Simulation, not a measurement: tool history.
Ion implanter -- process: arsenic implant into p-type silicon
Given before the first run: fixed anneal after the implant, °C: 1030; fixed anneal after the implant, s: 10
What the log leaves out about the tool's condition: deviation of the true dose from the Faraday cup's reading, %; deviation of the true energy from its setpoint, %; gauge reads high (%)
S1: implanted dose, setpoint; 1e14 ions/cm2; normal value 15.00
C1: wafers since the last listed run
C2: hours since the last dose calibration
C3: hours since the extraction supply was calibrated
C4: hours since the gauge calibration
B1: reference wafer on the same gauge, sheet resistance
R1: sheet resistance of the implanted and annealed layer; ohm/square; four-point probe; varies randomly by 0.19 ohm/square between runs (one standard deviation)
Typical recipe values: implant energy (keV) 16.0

{"run": 1, "hour": 0.0, "S1": 15.0, "implant energy (keV)": 16.0, "C1": 0, "C2": 1477.2, "C3": 2820.2, "C4": 207.7, "B1": 139.28, "R1": 126.04}
{"run": 2, "hour": 17.3, "S1": 15.0, "implant energy (keV)": 16.0, "C1": 390, "C2": 1494.5, "C3": 2837.5, "C4": 225.0, "B1": 139.35, "R1": 125.92}
{"run": 3, "hour": 49.2, "S1": 15.0, "implant energy (keV)": 16.0, "C1": 719, "C2": 1526.4, "C3": 2869.4, "C4": 256.9, "B1": 139.47, "R1": 126.44}
{"run": 4, "hour": 147.6, "S1": 15.0, "implant energy (keV)": 16.0, "C1": 2218, "C2": 1624.8, "C3": 2967.8, "C4": 355.3, "B1": 139.74, "R1": 126.6}
{"run": 5, "hour": 180.8, "S1": 17.7, "implant energy (keV)": 14.5, "C1": 748, "C2": 1658.0, "C3": 3001.0, "C4": 388.5, "B1": 139.86, "R1": 124.86}
{"run": 6, "hour": 197.7, "S1": 17.7, "implant energy (keV)": 14.5, "C1": 381, "C2": 1674.9, "C3": 3017.9, "C4": 405.4, "B1": 139.74, "R1": 124.28}
{"run": 7, "hour": 223.5, "S1": 15.0, "implant energy (keV)": 16.0, "C1": 581, "C2": 1700.7, "C3": 3043.7, "C4": 431.2, "B1": 139.93, "R1": 127.12}
{"hour": 236.2, "done": "extraction supply calibrated"}
{"run": 8, "hour": 245.2, "S1": 15.0, "implant energy (keV)": 16.0, "C1": 308, "C2": 1722.4, "C3": 9.0, "C4": 452.9, "B1": 140.0, "R1": 126.51}
{"run": 9, "hour": 264.0, "S1": 13.33, "implant energy (keV)": 11.5, "C1": 423, "C2": 1741.2, "C3": 27.8, "C4": 471.7, "B1": 140.15, "R1": 141.23}
{"run": 10, "hour": 287.0, "S1": 11.83, "implant energy (keV)": 17.5, "C1": 518, "C2": 1764.2, "C3": 50.8, "C4": 494.7, "B1": 140.21, "R1": 134.94}
{"run": 11, "hour": 310.8, "S1": 12.68, "implant energy (keV)": 12.5, "C1": 536, "C2": 1788.0, "C3": 74.6, "C4": 518.5, "B1": 140.17, "R1": 141.44}
{"run": 12, "hour": 325.6, "S1": 17.06, "implant energy (keV)": 18.0, "C1": 333, "C2": 1802.8, "C3": 89.4, "C4": 533.3, "B1": 140.27, "R1": 118.99}
{"hour": 355.3, "done": "Faraday cup replaced and dose calibrated"}
{"run": 13, "hour": 357.2, "S1": 10.91, "implant energy (keV)": 11.0, "C1": 532, "C2": 1.9, "C3": 121.0, "C4": 564.9, "B1": 140.47, "R1": 153.5}
{"hour": 360.4, "done": "gauge calibrated"}
{"run": 14, "hour": 408.0, "S1": 15.0, "implant energy (keV)": 16.0, "C1": 1145, "C2": 52.7, "C3": 171.8, "C4": 47.6, "B1": 138.87, "R1": 126.0}

Run 15 comes next. What will it give?
{"run": 15, "hour": 440.6, "S1": 10.99, "implant energy (keV)": 11.0, "C1": 734, "C2": 85.3, "C3": 204.4, "C4": 80.2, "B1": "?", "R1": "?"}

{"run 15": {"B1": 138.86, "R1": 151.32}}
Had the tool carried no hidden state, the very same run would have given R1 151.54 ohm/square.
